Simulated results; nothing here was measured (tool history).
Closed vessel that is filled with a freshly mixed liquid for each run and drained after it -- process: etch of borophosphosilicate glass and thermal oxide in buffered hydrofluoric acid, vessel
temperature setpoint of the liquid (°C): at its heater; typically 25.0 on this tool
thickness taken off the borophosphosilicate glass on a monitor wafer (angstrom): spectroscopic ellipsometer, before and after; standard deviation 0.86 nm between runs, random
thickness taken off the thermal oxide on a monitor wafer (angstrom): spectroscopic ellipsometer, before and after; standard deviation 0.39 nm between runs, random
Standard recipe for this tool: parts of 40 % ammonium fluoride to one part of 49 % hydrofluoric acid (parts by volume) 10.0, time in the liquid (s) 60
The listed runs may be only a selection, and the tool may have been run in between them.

| run | hour | temperature setpoint of the liquid (°C) | parts of 40 % ammonium fluoride to one part of 49 % hydrofluoric acid (parts by volume) | time in the liquid (s) | read-back film thickness of the borophosphosilicate glass reference wafer, read on the same gauge (nm) | read-back film thickness of the thermal oxide reference wafer, read on the same gauge (nm) | thickness taken off the borophosphosilicate glass on a monitor wafer (angstrom) | thickness taken off the thermal oxide on a monitor wafer (angstrom) |
|---|---|---|---|---|---|---|---|---|
| 1 | 0.0 | 25.0 | 10.0 | 60 | 90.05 | 50.00 | 1249.5 | 603.5 |
| 2 | 101.2 | 25.0 | 10.0 | 60 | 89.95 | 49.99 | 1240.5 | 616.5 |
| 3 | 147.6 | 25.0 | 10.0 | 60 | 89.97 | 50.01 | 1254.0 | 612.1 |
| 4 | 226.2 | 25.0 | 10.0 | 60 | 89.97 | 50.00 | 1257.5 | 614.8 |
| 5 | 289.7 | 27.0 | 10.0 | 60 | 90.03 | 50.00 | 1397.8 | 691.6 |
|  | 293.4 | thermometer replaced |
| 6 | 375.4 | 25.0 | 10.0 | 60 | 90.04 | 49.99 | 1391.4 | 681.8 |
|  | 406.1 | hydrofluoric acid flow meter replaced |
| 7 | 428.0 | 25.0 | 9.0 | 60 | 90.00 | 50.00 | 1405.9 | 688.6 |
| 8 | 534.1 | 29.5 | 12.5 | 60 | 90.00 | 50.00 | 1343.3 | 662.5 |
| 9 | 607.7 | 23.5 | 7.5 | 60 | 90.00 | 50.02 | 1593.6 | 783.9 |
| 10 | 654.9 | 22.0 | 6.5 | 35 | 89.95 | 50.01 | 988.9 | 478.6 |
| 11 | 758.7 | 25.0 | 13.0 | 80 | 90.05 | 50.01 | 1387.4 | 683.3 |
| 12 | 821.4 | 29.0 | 11.5 | 30 | 90.03 | 50.00 | 735.2 | 359.7 |
| 13 | 864.0 | 27.5 | 10.0 | 60 | 90.03 | 50.01 | 1511.2 | 736.5 |
| 14 | 961.6 | 23.5 | 7.5 | 60 | 89.98 | 50.01 | 1650.0 | 810.8 |
| 15 | 1014.1 | 21.5 | 8.0 | 35 | 89.99 | 50.02 | 808.9 | 398.5 |
| 16 | 1076.7 | 27.0 | 7.0 | 30 | 90.00 | 49.99 | 1063.6 | 524.7 |
| 17 | 1119.7 | 25.0 | 10.0 | 60 | 90.02 | 49.99 | 1332.4 | 656.0 |
| 18 | 1166.8 | 25.0 | 10.0 | 70 | 90.01 | 50.01 | 1581.5 | 763.5 |
| 19 | 1233.3 | 28.0 | 6.0 | 60 | 90.02 | 50.00 | 2633.1 | 1279.3 |
|  | 1323.1 | hydrofluoric acid flow meter replaced |
| 20 | 1336.6 | 28.5 | 7.0 | 30 | 90.01 | 49.98 | 1054.5 | 515.2 |

The next listed run, before its measurement:
| 21 | 1409.6 | 22.0 | 14.0 | 35 | ? | ? | ? | ? |

Run 21 yielded read-back film thickness of the borophosphosilicate glass reference wafer, read on the same gauge (nm) 89.93, read-back film thickness of the thermal oxide reference wafer, read on the same gauge (nm) 50.01, thickness taken off the borophosphosilicate glass on a monitor wafer (angstrom) 441.2, thickness taken off the thermal oxide on a monitor wafer (angstrom) 219.3.
Were there no unlogged condition in the tool, this run, its random variation unchanged, would have produced thickness taken off the borophosphosilicate glass on a monitor wafer (angstrom) 464.6, thickness taken off the thermal oxide on a monitor wafer (angstrom) 231.2.

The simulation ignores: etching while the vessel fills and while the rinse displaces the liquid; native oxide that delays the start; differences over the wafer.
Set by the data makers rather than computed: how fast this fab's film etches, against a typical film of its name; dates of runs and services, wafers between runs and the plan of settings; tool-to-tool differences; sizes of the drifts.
